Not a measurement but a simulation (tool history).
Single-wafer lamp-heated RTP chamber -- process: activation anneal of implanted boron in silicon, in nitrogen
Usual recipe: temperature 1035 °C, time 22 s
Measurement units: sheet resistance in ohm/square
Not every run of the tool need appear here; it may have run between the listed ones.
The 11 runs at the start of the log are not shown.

run	hour	temperature	time	wafers since the last listed run	wafers since the last pyrometer calibration	wafers since the reflector plate was cleaned	hours since the gauge calibration	read-back reference wafer on the same gauge, sheet resistance	sheet resistance
12	656.7	1035	22	868	3690	3749	678.7	206.7	214.89
13	684.4	1035	22	377	4067	4126	706.4	206.91	215.17
14	715.9	1019	22	428	4496	4554	737.9	206.59	216.5
# hour 737.9: pyrometer window cleaned and pyrometer calibrated
15	763.3	1019	22	536	345	5091	785.3	206.4	215.1
16	792.8	1019	22	401	747	5492	814.8	206.24	215.75
17	864.7	1035	22	978	1725	6471	886.7	205.78	214.84
# hour 930.9: reflector plate cleaned
18	971.7	1035	14	1347	3073	555	993.7	205.07	213.71
19	1029.8	1035	22	790	3864	1346	1051.8	205.05	211.05
20	1134.3	1063	26	1422	5286	2768	1156.3	204.33	208.74
# hour 1163.9: pyrometer window cleaned and pyrometer calibrated
21	1164.4	1062	9	300	6	3069	1186.4	204.35	213.15
22	1216.1	1053	22	703	709	3773	1238.1	204.03	208.29
23	1264.8	1035	33	662	1372	4435	1286.8	203.66	210.61
24	1319.8	1035	22	748	2121	5184	1341.8	203.41	212.33
25	1377.5	1047	22	785	2906	5969	1399.5	203.07	209.45
# hour 1453.4: gauge calibrated
# hour 1540: reflector plate cleaned
# hour 1558.3: pyrometer window cleaned and pyrometer calibrated
26	1567.2	1035	22	2364	121	260	113.8	210.81	218.52
27	1601.9	1029	15	472	593	733	148.5	210.55	220.85
28	1655.6	1035	22	730	1324	1464	202.2	210.41	218.28
29	1706.2	1021	16	688	2013	2152	252.8	210.01	219.61
30	1766.1	1035	22	815	2828	2968	312.7	209.37	217.76
31	1815	1052	29	665	3494	3633	361.6	209.46	213.59
32	1867.9	1035	22	720	4214	4353	414.5	209.24	216.9
33	1921.9	1060	34	735	4949	5088	468.5	208.6	211.08
34	1960.4	1027	29	524	5473	5612	507	208.7	215.42

What if the next run were any one of these 4? Each begins from the tool's condition after run 34:
A	1960.8	1035	13	5	5478	5618	507.4	?	?
B	1960.8	1008	25	5	5478	5618	507.4	?	?
C	1960.8	1035	29	5	5478	5618	507.4	?	?
D	1960.8	1023	22	5	5478	5618	507.4	?	?

run	read-back reference wafer on the same gauge, sheet resistance	sheet resistance
A	208.56	217.18
B	208.56	218.48
C	208.56	213.78
D	208.56	216.55
With the hidden condition removed and each run's random variation left untouched, the same runs would have given:
run	sheet resistance
A	219.66
B	220.98
C	216.23
D	219.03

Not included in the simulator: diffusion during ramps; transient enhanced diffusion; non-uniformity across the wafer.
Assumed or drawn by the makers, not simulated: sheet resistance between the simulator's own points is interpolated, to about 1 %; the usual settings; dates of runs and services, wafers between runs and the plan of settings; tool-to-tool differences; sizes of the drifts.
